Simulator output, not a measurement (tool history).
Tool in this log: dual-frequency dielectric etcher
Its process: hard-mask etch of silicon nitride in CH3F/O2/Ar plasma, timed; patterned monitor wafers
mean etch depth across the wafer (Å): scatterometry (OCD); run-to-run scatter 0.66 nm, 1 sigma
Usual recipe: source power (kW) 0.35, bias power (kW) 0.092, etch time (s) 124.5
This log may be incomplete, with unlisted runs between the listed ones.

run	hour	source power (kW)	bias power (kW)	etch time (s)	wafers since the last listed run	hours since the last wet clean	hours since the last source power generator calibration	hours since the last bias power generator calibration	hours since the last upper electrode change	hours since the gauge calibration	read-back reference wafer on the same gauge, depth_nm	mean etch depth across the wafer (Å)
1	0	0.35	0.1	124.5	0	49.7	3993.2	1439.3	1796.4	849	112.8	987
2	35.7	0.35	0.1	124.5	286	85.4	4028.9	1475	1832.1	884.7	112.8	974
3	57.2	0.35	0.092	124.5	172	106.9	4050.4	1496.5	1853.6	906.2	112.7	942
4	80.1	0.35	0.092	124.5	183	129.8	4073.3	1519.4	1876.5	929.1	112.6	946
5	115	0.29	0.092	151	280	164.7	4108.2	1554.3	1911.4	964	112.6	1062
6	143.5	0.35	0.092	124.5	228	193.2	4136.7	1582.8	1939.9	992.5	112.7	949
7	158.5	0.35	0.092	124.5	120	208.2	4151.7	1597.8	1954.9	1007.5	112.8	928
8	178.4	0.35	0.092	124.5	159	228.1	4171.6	1617.7	1974.8	1027.4	112.7	921
9	200.1	0.29	0.085	124.5	174	249.8	4193.3	1639.4	1996.5	1049.1	112.5	851
10	234.2	0.29	0.085	124.5	273	283.9	4227.4	1673.5	2030.6	1083.2	112.7	850
# hour 249.9: gauge calibrated
# hour 269.5: upper electrode replaced
11	270	0.35	0.092	124.5	94	319.7	4263.2	1709.3	0.5	20.1	112.6	921
# hour 295.6: wet clean of the chamber
12	296.1	0.35	0.092	124.5	16	0.5	4289.3	1735.4	26.6	46.2	112.7	961
13	303.4	0.35	0.092	99	58	7.8	4296.6	1742.7	33.9	53.5	112.5	764
# hour 326.8: bias power generator calibrated
14	337.1	0.41	0.092	124.5	238	41.5	4330.3	10.3	67.6	87.2	112.7	1013
15	363.5	0.35	0.113	124.5	212	67.9	4356.7	36.7	94	113.6	112.8	1006
16	383.2	0.35	0.092	124.5	158	87.6	4376.4	56.4	113.7	133.3	112.7	950
# hour 397.5: source power generator calibrated
17	397.9	0.35	0.092	124.5	85	102.3	0.4	71.1	128.4	148	112.8	963
18	418.6	0.38	0.092	124.5	166	123	21.1	91.8	149.1	168.7	112.8	976
19	440.3	0.33	0.07	146.5	174	144.7	42.8	113.5	170.8	190.4	112.8	1028
20	470.3	0.42	0.07	93	241	174.7	72.8	143.5	200.8	220.4	112.7	700
21	546.3	0.35	0.092	124.5	610	250.7	148.8	219.5	276.8	296.4	112.6	933
22	564.9	0.35	0.092	124.5	149	269.3	167.4	238.1	295.4	315	112.8	917
23	594.5	0.39	0.107	160	237	298.9	197	267.7	325	344.6	112.6	1287
24	624.5	0.35	0.092	124.5	241	328.9	227	297.7	355	374.6	112.6	929
# hour 672.3: wet clean of the chamber
25	727.7	0.32	0.079	124.5	636	55.4	330.2	400.9	458.2	477.8	112.7	882
26	758.7	0.35	0.098	161	249	86.4	361.2	431.9	489.2	508.8	112.7	1243
27	774	0.39	0.092	124.5	122	101.7	376.5	447.2	504.5	524.1	112.7	982
28	802	0.44	0.103	101.5	224	129.7	404.5	475.2	532.5	552.1	112.7	851

Branching from run 28: 3 alternative next runs. What would each branch give?
A	802.5	0.35	0.092	124.5	4	130.2	405	475.7	533	552.6	?	?
B	802.5	0.35	0.092	103.5	4	130.2	405	475.7	533	552.6	?	?
C	802.5	0.31	0.079	124.5	4	130.2	405	475.7	533	552.6	?	?

run	read-back reference wafer on the same gauge, depth_nm	mean etch depth across the wafer (Å)
A	112.6	942
B	112.6	783
C	112.6	871
With no hidden state in the tool, these same runs would have given:
run	mean etch depth across the wafer (Å)
A	959
B	797
C	886
